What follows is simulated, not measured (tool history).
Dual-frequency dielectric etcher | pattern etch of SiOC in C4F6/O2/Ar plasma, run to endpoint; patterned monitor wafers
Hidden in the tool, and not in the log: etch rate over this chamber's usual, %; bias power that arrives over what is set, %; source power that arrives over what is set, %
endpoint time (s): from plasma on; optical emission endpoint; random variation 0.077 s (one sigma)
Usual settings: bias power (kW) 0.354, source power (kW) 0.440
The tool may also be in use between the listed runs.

run,hour,bias power (kW),source power (kW),wafers since the last listed run,hours since the last wet clean,hours since the last bias power generator calibration,hours since the last source power generator calibration,hours since the last upper electrode change,"incoming incoming film thickness, nm",endpoint time (s)
1,0.0,0.354,0.440,0,411.9,1971.8,4202.8,3755.8,42.01,14.0
2,12.1,0.354,0.440,186,424.0,1983.9,4214.9,3767.9,42.26,14.2
3,30.1,0.354,0.440,277,442.0,2001.9,4232.9,3785.9,41.74,14.0
4,36.3,0.291,0.470,95,448.2,2008.1,4239.1,3792.1,41.93,15.0
5,43.6,0.291,0.470,112,455.5,2015.4,4246.4,3799.4,41.76,14.9
6,55.3,0.291,0.470,180,467.2,2027.1,4258.1,3811.1,42.14,15.1
7,71.4,0.354,0.440,248,483.3,2043.2,4274.2,3827.2,42.06,14.0
8,81.3,0.354,0.440,152,493.2,2053.1,4284.1,3837.1,41.89,13.9
# hour 117.1: upper electrode replaced
9,117.6,0.354,0.440,189,529.5,2089.4,4320.4,0.5,42.15,14.0
10,117.9,0.354,0.440,4,529.8,2089.7,4320.7,0.8,41.97,14.0
11,118.2,0.354,0.440,4,530.1,2090.0,4321.0,1.1,41.54,13.8
12,119.7,0.354,0.440,23,531.6,2091.5,4322.5,2.6,41.91,14.1
13,131.8,0.291,0.470,186,543.7,2103.6,4334.6,14.7,42.20,14.9
14,142.4,0.326,0.480,163,554.3,2114.2,4345.2,25.3,42.05,13.9
15,158.3,0.388,0.400,245,570.2,2130.1,4361.1,41.2,42.12,13.7
16,165.3,0.354,0.440,107,577.2,2137.1,4368.1,48.2,42.33,14.0
# hour 174.3: bias power generator calibrated
# hour 179.8: source power generator calibrated
# hour 192.6: wet clean of the chamber
17,193.1,0.271,0.370,107,0.5,18.8,13.3,76.0,42.24,17.6
18,196.6,0.308,0.400,53,4.0,22.3,16.8,79.5,41.99,15.9
19,204.5,0.306,0.410,121,11.9,30.2,24.7,87.4,41.90,16.0
20,213.7,0.271,0.370,141,21.1,39.4,33.9,96.6,41.92,17.3
21,229.9,0.354,0.440,249,37.3,55.6,50.1,112.8,41.96,14.5
22,243.3,0.302,0.490,206,50.7,69.0,63.5,126.2,41.87,15.0
23,256.2,0.299,0.470,198,63.6,81.9,76.4,139.1,41.79,15.1
24,270.7,0.327,0.480,223,78.1,96.4,90.9,153.6,41.97,14.4

4 ways to go on from here, each from the tool as it stands after run 24. What would each give?
A,271.1,0.315,0.440,6,78.5,96.8,91.3,154.0,41.65,?
B,271.1,0.272,0.440,6,78.5,96.8,91.3,154.0,41.65,?
C,271.1,0.354,0.350,6,78.5,96.8,91.3,154.0,41.65,?
D,271.1,0.437,0.330,6,78.5,96.8,91.3,154.0,41.65,?

run,endpoint time (s)
A,15.1
B,16.1
C,15.4
D,14.2
Without the tool's hidden state the same runs would have given:
run,endpoint time (s)
A,15.4
B,16.5
C,15.7
D,14.5

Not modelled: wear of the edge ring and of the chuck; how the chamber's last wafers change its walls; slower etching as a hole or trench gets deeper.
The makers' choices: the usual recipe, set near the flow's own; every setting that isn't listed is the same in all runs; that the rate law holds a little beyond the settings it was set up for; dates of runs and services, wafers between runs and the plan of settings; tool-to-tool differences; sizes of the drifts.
